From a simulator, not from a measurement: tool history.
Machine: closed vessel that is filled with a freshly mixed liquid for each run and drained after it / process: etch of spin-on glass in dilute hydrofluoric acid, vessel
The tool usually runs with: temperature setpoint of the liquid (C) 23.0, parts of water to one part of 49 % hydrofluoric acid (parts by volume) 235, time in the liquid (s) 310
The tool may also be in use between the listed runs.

run	hour	temperature setpoint of the liquid (C)	parts of water to one part of 49 % hydrofluoric acid (parts by volume)	time in the liquid (s)	read-back film thickness of the spin-on glass reference wafer, read on the same gauge (nm)	thickness taken off the spin-on glass on a monitor wafer (angstrom)
1	0.0	19.5	235	310	110.00	275.6
2	47.1	23.0	235	310	109.98	307.6
3	111.3	23.0	235	310	110.01	307.7
# hour 161.0: gauge calibrated
4	180.6	23.0	235	310	110.00	310.4
5	207.2	23.0	235	310	110.00	313.3
6	241.1	23.0	235	310	110.00	310.4
7	298.7	23.0	235	310	110.01	314.8
8	346.4	23.0	260	310	109.99	271.6
9	383.7	23.0	260	310	110.00	270.7
# hour 394.8: hydrofluoric acid flow meter replaced
10	410.4	25.0	235	310	110.01	335.0
# hour 439.5: thermometer replaced
11	543.7	25.0	235	310	110.00	334.0
12	577.3	23.0	200	140	109.97	171.3
13	608.6	27.0	155	425	110.00	827.9
14	643.9	23.0	235	245	110.02	244.6
15	700.1	23.0	235	130	110.00	130.3
# hour 713.7: gauge calibrated
16	742.3	19.5	185	310	110.01	364.4
17	767.9	23.0	235	310	109.99	309.2
18	832.4	24.5	190	425	109.98	582.0
19	884.4	19.0	235	310	110.01	267.1
20	926.6	24.5	190	425	110.00	584.3
21	978.8	27.5	235	310	110.00	360.9
22	1139.3	23.0	235	310	110.03	307.5
23	1180.0	23.0	235	130	110.00	132.1

Each row is a separate what-if for the run after 23, all from the same tool condition, not one after another. Results?
A	1180.7	23.0	235	310	?	?
B	1180.7	26.5	235	310	?	?
C	1180.7	21.5	235	310	?	?
D	1180.7	20.0	180	205	?	?
E	1180.7	23.0	235	380	?	?

run	read-back film thickness of the spin-on glass reference wafer, read on the same gauge (nm)	thickness taken off the spin-on glass on a monitor wafer (angstrom)
A	110.00	311.6
B	110.00	353.2
C	110.00	294.8
D	110.00	253.8
E	110.00	381.9
Take away the tool's hidden state, keep each run's random variation, and the runs would have read:
run	thickness taken off the spin-on glass on a monitor wafer (angstrom)
A	311.6
B	353.2
C	294.8
D	253.8
E	381.9

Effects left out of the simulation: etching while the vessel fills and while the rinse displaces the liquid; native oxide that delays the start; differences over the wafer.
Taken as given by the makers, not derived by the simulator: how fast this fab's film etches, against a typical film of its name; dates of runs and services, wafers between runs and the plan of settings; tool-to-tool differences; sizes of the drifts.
